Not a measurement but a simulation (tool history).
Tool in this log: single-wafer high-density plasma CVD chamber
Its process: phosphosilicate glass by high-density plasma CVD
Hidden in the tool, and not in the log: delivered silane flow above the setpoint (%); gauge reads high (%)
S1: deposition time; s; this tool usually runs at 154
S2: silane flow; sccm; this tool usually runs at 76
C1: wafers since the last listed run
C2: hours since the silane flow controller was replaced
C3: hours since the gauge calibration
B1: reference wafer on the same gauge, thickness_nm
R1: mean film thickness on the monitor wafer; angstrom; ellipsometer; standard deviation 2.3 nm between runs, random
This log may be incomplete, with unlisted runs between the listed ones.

run,hour,S1,S2,C1,C2,C3,B1,R1
1,0,154,76,0,2779.7,17.5,1190.762,11474.22
2,10.1,154,76,123,2789.8,27.6,1189.616,11465.3
3,17.6,154,76,91,2797.3,35.1,1189.975,11511.17
4,30,154,69,151,2809.7,47.5,1189.516,10517.22
5,46.9,154,69,206,2826.6,64.4,1189.823,10491.98
6,59.8,154,69,157,2839.5,77.3,1190.139,10475.39
7,69.5,143,84,118,2849.2,87,1189.995,11603.52
8,84.5,143,84,183,2864.2,102,1190.177,11633.01
9,94.1,169,67,117,2873.8,111.6,1189.773,11173.92
10,107,169,67,157,2886.7,124.5,1189.396,11196.62
11,115.3,169,67,101,2895,132.8,1190.603,11174.42
12,130.3,147,76,183,2910,147.8,1190.502,10905.72
13,146.3,130,76,195,2926,163.8,1189.992,9648.36
14,152.5,130,76,75,2932.2,170,1190.407,9621.53
15,170,154,76,214,2949.7,187.5,1189.845,11357.8
16,184.8,154,76,181,2964.5,202.3,1189.951,11390.02
17,194.5,154,76,118,2974.2,212,1189.839,11347.08
# hour 210.4: silane flow controller replaced
18,210.8,154,76,101,0.4,228.3,1190.014,12314.22
19,218.4,127,81,93,8,235.9,1189.751,10746.97
# hour 230.4: gauge calibrated
20,232.1,163,66,167,21.7,1.7,1189.675,11488.71
21,239.3,128,76,88,28.9,8.9,1189.887,10223.31
22,254.6,154,76,187,44.2,24.2,1190.732,12345.54
23,264.5,154,88,121,54.1,34.1,1190.105,14041.49
24,281.2,184,82,204,70.8,50.8,1190.006,15708.07
25,295.8,134,76,178,85.4,65.4,1190.144,10702.49
26,326.2,165,72,372,115.8,95.8,1189.719,12579.11
27,336.7,140,72,128,126.3,106.3,1190.069,10670.1
28,350.3,126,76,166,139.9,119.9,1189.786,10049.26
29,365.6,154,76,187,155.2,135.2,1189.927,12314.06
30,381.9,154,76,199,171.5,151.5,1189.569,12309.5
31,388.8,154,76,84,178.4,158.4,1190.376,12338.63
32,406.5,143,84,216,196.1,176.1,1190.076,12535.08
33,416.9,175,81,127,206.5,186.5,1189.836,14813.18
34,433.8,154,76,206,223.4,203.4,1189.248,12312.81
35,451.7,164,61,219,241.3,221.3,1190.095,10746.93
36,463.2,173,82,140,252.8,232.8,1190.457,14768.13

Hidden condition of the tool, last listed run before each entry between runs versus first listed run after:
In the gap between runs 17 and 18: silane flow controller replaced (hour 210.4)
  delivered silane flow above the setpoint (%): -7.7 -> 0.752
  measured result minus the result with no hidden state, R1: -852.46 -> +83.44 angstrom
In the gap between runs 19 and 20: gauge calibrated (hour 230.4)
  the hidden state is the same at both runs
  measured result minus the result with no hidden state, R1: +72.81 -> +77.81 angstrom

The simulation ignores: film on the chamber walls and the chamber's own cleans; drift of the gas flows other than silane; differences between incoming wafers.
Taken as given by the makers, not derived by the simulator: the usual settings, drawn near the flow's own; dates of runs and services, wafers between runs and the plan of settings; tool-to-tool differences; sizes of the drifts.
